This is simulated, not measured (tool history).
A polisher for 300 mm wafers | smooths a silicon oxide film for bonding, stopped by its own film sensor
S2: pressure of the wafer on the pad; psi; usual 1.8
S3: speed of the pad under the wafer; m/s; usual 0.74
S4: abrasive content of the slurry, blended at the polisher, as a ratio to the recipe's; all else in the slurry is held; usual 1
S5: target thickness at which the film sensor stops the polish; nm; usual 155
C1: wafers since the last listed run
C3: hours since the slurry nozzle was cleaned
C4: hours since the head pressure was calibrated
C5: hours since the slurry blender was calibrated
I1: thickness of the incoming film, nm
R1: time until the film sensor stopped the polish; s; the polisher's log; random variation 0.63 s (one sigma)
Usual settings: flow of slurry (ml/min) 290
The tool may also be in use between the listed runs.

run 1 day=0 | flow_of_slurry_(ml/min)=290 S2=1.8 S3=0.74 S4=1 S5=164 | C1=0 wafers_polished_on_this_pad=24 C3=238.1 C4=784.1 C5=86.5 | I1=190.1 | R1=47.5
run 2 day=0.662 | flow_of_slurry_(ml/min)=290 S2=1.8 S3=0.74 S4=1 S5=164 | C1=160 wafers_polished_on_this_pad=184 C3=254 C4=800 C5=102.4 | I1=188.6 | R1=44.8
run 3 day=1.821 | flow_of_slurry_(ml/min)=290 S2=1.8 S3=0.74 S4=1 S5=164 | C1=279 wafers_polished_on_this_pad=464 C3=281.8 C4=827.8 C5=130.2 | I1=190.9 | R1=49.9
-- day=2.558 slurry blender recalibrated
-- day=4.375 worn pad replaced by a new one
run 4 day=5.158 | flow_of_slurry_(ml/min)=290 S2=1.8 S3=0.74 S4=1 S5=155 | C1=746 wafers_polished_on_this_pad=189 C3=361.9 C4=907.9 C5=62.4 | I1=189.1 | R1=62.1
run 5 day=6.083 | flow_of_slurry_(ml/min)=290 S2=1.8 S3=0.74 S4=0.8 S5=155 | C1=223 wafers_polished_on_this_pad=412 C3=384.1 C4=930.1 C5=84.6 | I1=188 | R1=65.6
run 6 day=7.558 | flow_of_slurry_(ml/min)=290 S2=1.8 S3=0.74 S4=0.8 S5=155 | C1=356 wafers_polished_on_this_pad=769 C3=419.5 C4=965.5 C5=120 | I1=193.7 | R1=79.2
-- day=7.9 slurry blender recalibrated
run 7 day=8.208 | flow_of_slurry_(ml/min)=290 S2=1.8 S3=0.74 S4=1 S5=155 | C1=136 wafers_polished_on_this_pad=906 C3=435.1 C4=981.1 C5=7.4 | I1=190.8 | R1=59.8
run 8 day=9.754 | flow_of_slurry_(ml/min)=290 S2=1.8 S3=0.74 S4=1 S5=155 | C1=373 wafers_polished_on_this_pad=1280 C3=472.2 C4=1018.2 C5=44.5 | I1=186.1 | R1=56.4
-- day=10.083 worn pad replaced by a new one
run 9 day=11.221 | flow_of_slurry_(ml/min)=290 S2=1.8 S3=0.74 S4=1 S5=155 | C1=314 wafers_polished_on_this_pad=274 C3=507.4 C4=1053.4 C5=79.7 | I1=193.7 | R1=69.1
-- day=12.162 slurry nozzle cleaned
run 10 day=12.396 | flow_of_slurry_(ml/min)=290 S2=1.8 S3=0.74 S4=1 S5=155 | C1=273 wafers_polished_on_this_pad=548 C3=5.6 C4=1081.6 C5=107.9 | I1=187.7 | R1=60.3
-- day=13.3 head pressure recalibrated
run 11 day=13.321 | flow_of_slurry_(ml/min)=290 S2=1.8 S3=0.74 S4=1 S5=155 | C1=203 wafers_polished_on_this_pad=752 C3=27.8 C4=0.5 C5=130.1 | I1=189 | R1=63
-- day=13.412 slurry blender recalibrated
run 12 day=14.658 | flow_of_slurry_(ml/min)=250 S2=1.8 S3=0.52 S4=1 S5=155 | C1=303 wafers_polished_on_this_pad=1055 C3=59.9 C4=32.6 C5=29.9 | I1=191.3 | R1=78.6
-- day=15.388 worn pad replaced by a new one, of another model than before
run 13 day=15.958 | flow_of_slurry_(ml/min)=290 S2=1.8 S3=0.74 S4=1 S5=155 | C1=273 wafers_polished_on_this_pad=138 C3=91.1 C4=63.8 C5=61.1 | I1=187.2 | R1=57.8
run 14 day=17.171 | flow_of_slurry_(ml/min)=255 S2=1.8 S3=0.74 S4=0.9 S5=155 | C1=293 wafers_polished_on_this_pad=431 C3=120.2 C4=92.9 C5=90.2 | I1=188.3 | R1=62
run 15 day=18.283 | flow_of_slurry_(ml/min)=290 S2=1.8 S3=0.5 S4=1 S5=155 | C1=268 wafers_polished_on_this_pad=700 C3=146.9 C4=119.6 C5=116.9 | I1=188.3 | R1=85.3
-- day=19.108 slurry blender recalibrated
run 16 day=19.721 | flow_of_slurry_(ml/min)=290 S2=1.8 S3=0.74 S4=1 S5=155 | C1=327 wafers_polished_on_this_pad=1027 C3=181.4 C4=154.1 C5=14.7 | I1=192.2 | R1=65.1
-- day=19.971 worn pad replaced by a new one
run 17 day=20.608 | flow_of_slurry_(ml/min)=365 S2=2.3 S3=0.96 S4=1 S5=161 | C1=174 wafers_polished_on_this_pad=154 C3=202.7 C4=175.4 C5=36 | I1=189.9 | R1=34.9
run 18 day=22.108 | flow_of_slurry_(ml/min)=290 S2=2.3 S3=0.62 S4=1 S5=161 | C1=362 wafers_polished_on_this_pad=516 C3=238.7 C4=211.4 C5=72 | I1=192.3 | R1=55
run 19 day=23.388 | flow_of_slurry_(ml/min)=210 S2=2.2 S3=0.94 S4=1 S5=145 | C1=309 wafers_polished_on_this_pad=825 C3=269.4 C4=242.1 C5=102.7 | I1=188.9 | R1=58.3
run 20 day=24.196 | flow_of_slurry_(ml/min)=215 S2=1.8 S3=0.74 S4=1 S5=155 | C1=195 wafers_polished_on_this_pad=1021 C3=288.8 C4=261.5 C5=122.1 | I1=193.1 | R1=71.1
-- day=24.529 slurry blender recalibrated
-- day=24.904 worn pad replaced by a new one
run 21 day=24.925 | flow_of_slurry_(ml/min)=290 S2=1.8 S3=0.74 S4=0.75 S5=155 | C1=115 wafers_polished_on_this_pad=4 C3=306.3 C4=279 C5=9.5 | I1=191.6 | R1=69.8
run 22 day=25.967 | flow_of_slurry_(ml/min)=250 S2=2 S3=0.74 S4=1.15 S5=148 | C1=251 wafers_polished_on_this_pad=256 C3=331.3 C4=304 C5=34.5 | I1=190.2 | R1=65

Measured less the same run without the tool's hidden state. The same run-to-run variation is in both; the gauge's scatter may not be:
The hidden state here: removal rate lost through wear of the pad, %; slurry flow missing at the pad, %; deviation of the head's pressure from its setpoint, %; abrasive missing from the slurry, %.
run=1 R1=+3.9
run=2 R1=+4
run=3 R1=+4.8
run=4 R1=+4.5
run=5 R1=+6
run=6 R1=+8.2
run=7 R1=+0.8
run=8 R1=+3.3
run=9 R1=+5.4
run=10 R1=+5.3
run=11 R1=+5.8
run=12 R1=+3.4
run=13 R1=+4
run=14 R1=+5.4
run=15 R1=+7.6
run=16 R1=+1.9
run=17 R1=+1.9
run=18 R1=+4.4
run=19 R1=+5.4
run=20 R1=+6.9
run=21 R1=+2
run=22 R1=+3.5
